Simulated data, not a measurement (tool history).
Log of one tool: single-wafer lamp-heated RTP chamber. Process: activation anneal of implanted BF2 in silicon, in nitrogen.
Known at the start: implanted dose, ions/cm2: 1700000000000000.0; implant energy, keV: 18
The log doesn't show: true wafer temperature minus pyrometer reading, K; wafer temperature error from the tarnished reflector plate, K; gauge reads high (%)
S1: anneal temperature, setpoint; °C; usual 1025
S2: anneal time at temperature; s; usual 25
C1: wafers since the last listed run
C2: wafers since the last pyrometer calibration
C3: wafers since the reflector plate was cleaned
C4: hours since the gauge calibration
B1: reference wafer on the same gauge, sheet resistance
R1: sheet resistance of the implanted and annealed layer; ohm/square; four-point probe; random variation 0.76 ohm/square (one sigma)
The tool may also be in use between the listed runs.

run   hour    S1  S2   C1    C2    C3     C4      B1      R1
  1    0.0  1037  37    0   683   190  436.3  161.97  138.57
  2   13.7  1025  25  241   925   431  450.0  161.99  165.05
      14.0  -- gauge calibrated
  3   35.9  1025  25  391  1316   823   21.9  162.06  163.29
  4   58.6  1025  17  400  1716  1223   44.6  161.74  175.41
  5   82.1  1025  17  414  2131  1637   68.1  162.09  175.64
  6  100.3  1025  25  320  2451  1958   86.3  161.87  161.43
  7  124.9  1025  25  433  2885  2391  110.9  162.00  159.90
  8  156.4  1025  25  555  3440  2947  142.4  161.70  157.47
     182.8  -- pyrometer window cleaned and pyrometer calibrated
  9  183.3  1025  25  333     8  3280  169.3  161.90  160.98
 10  195.2  1037  25  209   218  3490  181.2  162.09  146.64
 11  251.9  1037  25  999  1218  4489  237.9  161.98  145.95
     273.7  -- reflector plate cleaned
 12  274.2  1037  25  252  1470     8  260.2  162.15  150.90
 13  291.4  1048  35  303  1773   311  277.4  162.11  128.30
 14  325.0  1025  25  592  2365   903  311.0  162.11  161.26
 15  339.3  1051  39  252  2617  1155  325.3  161.98  121.04

The next listed run, before its measurement:
 16  360.4  1025  25  371  2989  1527  346.4   ?   ?

Run 16 gave B1 162.06, R1 159.63 ohm/square.
Without the tool's hidden state the same run would have given R1 165.27 ohm/square.
